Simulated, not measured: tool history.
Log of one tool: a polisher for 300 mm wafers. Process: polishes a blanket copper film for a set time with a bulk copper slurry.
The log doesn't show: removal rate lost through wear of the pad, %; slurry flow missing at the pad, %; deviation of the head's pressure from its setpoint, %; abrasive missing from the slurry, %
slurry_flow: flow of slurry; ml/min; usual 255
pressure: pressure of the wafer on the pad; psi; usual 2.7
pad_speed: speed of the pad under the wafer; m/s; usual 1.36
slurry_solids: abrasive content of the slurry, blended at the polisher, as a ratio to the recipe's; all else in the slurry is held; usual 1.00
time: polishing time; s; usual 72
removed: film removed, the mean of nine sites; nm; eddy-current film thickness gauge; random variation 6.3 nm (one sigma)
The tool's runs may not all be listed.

run	day	slurry_flow	pressure	pad_speed	slurry_solids	time	wafers since the last listed run	wafers polished on this pad	hours since the slurry nozzle was cleaned	hours since the head pressure was calibrated	hours since the slurry blender was calibrated	incoming thickness of the incoming film, nm	removed
1	0.000	255	2.7	0.98	1.00	72	0	641	357.6	1208.3	273.4	3082.9	742.7
# day 1.150: slurry nozzle cleaned
2	3.425	255	2.7	0.98	1.00	72	569	1211	54.6	1290.5	355.6	3050.4	741.2
3	6.275	255	2.7	0.98	1.00	72	479	1691	123.0	1358.9	424.0	3080.5	744.1
# day 7.779: slurry blender recalibrated
4	7.988	255	2.7	1.36	1.00	72	274	1965	164.1	1400.0	5.0	3049.7	1028.9
5	9.979	255	2.7	1.36	1.00	72	335	2301	211.9	1447.8	52.8	3079.3	1021.9
# day 11.550: worn pad replaced by a new one
6	13.717	255	2.7	1.36	1.00	72	601	365	301.6	1537.5	142.5	3035.9	1027.4
# day 14.167: head pressure recalibrated
7	16.733	255	2.7	1.36	1.00	72	494	859	374.0	61.6	214.9	3093.9	1022.0
# day 19.517: slurry nozzle cleaned
8	20.746	255	2.7	1.36	1.00	72	668	1527	29.5	157.9	311.2	3076.2	1025.4
9	22.854	255	2.7	1.56	1.00	72	355	1882	80.1	208.5	361.8	3089.6	1166.9
10	25.150	255	2.7	1.56	1.00	72	386	2269	135.2	263.6	416.9	3121.4	1187.4
# day 27.367: slurry blender recalibrated
# day 28.808: worn pad replaced by a new one
11	29.542	255	2.7	1.36	1.00	72	697	123	240.6	369.0	52.2	3109.1	1020.1
12	33.688	290	2.7	1.36	1.00	50	698	821	340.1	468.5	151.7	3034.9	722.5
# day 34.817: slurry nozzle cleaned
# day 46.875: slurry blender recalibrated
13	46.929	255	2.1	1.36	0.85	72	2209	3030	290.7	786.3	1.3	3055.8	776.7
# day 48.754: worn pad replaced by a new one
# day 50.638: slurry nozzle cleaned
14	58.404	315	1.9	0.94	1.00	59	1897	1618	186.4	1061.7	276.7	3129.9	416.4
15	61.729	255	2.7	1.54	1.00	72	559	2178	266.2	1141.5	356.5	3147.6	1161.0
16	64.179	255	2.7	1.36	1.25	72	412	2590	325.0	1200.3	415.3	3092.6	1073.2
# day 65.883: slurry blender recalibrated
# day 66.462: head pressure recalibrated
# day 67.267: slurry nozzle cleaned
# day 68.021: worn pad replaced by a new one
17	72.625	255	1.9	1.70	1.00	91	1359	775	128.6	147.9	161.8	3109.5	1131.5
18	76.179	255	2.7	1.36	1.00	72	598	1373	213.9	233.2	247.1	3134.4	1021.7
19	78.154	290	2.7	1.36	1.20	72	332	1706	261.3	280.6	294.5	3117.9	1081.7
20	82.033	255	2.7	1.50	1.00	52	653	2359	354.4	373.7	387.6	3085.7	815.2
# day 82.946: slurry blender recalibrated
# day 83.138: worn pad replaced by a new one
# day 83.896: slurry nozzle cleaned
21	84.208	255	2.7	1.36	1.00	72	317	173	7.5	425.9	30.3	3086.2	1018.9
22	85.829	180	2.7	1.36	1.00	72	272	446	46.4	464.8	69.2	3109.3	985.0
23	88.633	330	2.7	0.92	0.90	84	472	918	113.7	532.1	136.5	3025.4	817.6

Forecast each of these 3 alternatives for the next run:
A	88.654	230	2.7	1.36	1.00	72	3	921	114.2	532.6	137.0	3082.5	?
B	88.654	255	3.3	1.36	1.00	64	3	921	114.2	532.6	137.0	3082.5	?
C	88.654	255	3.2	1.36	1.00	87	3	921	114.2	532.6	137.0	3082.5	?

run	removed
A	1018.5
B	1119.0
C	1475.0
Without the tool's hidden state the same runs would have given:
run	removed
A	1018.5
B	1119.0
C	1475.0
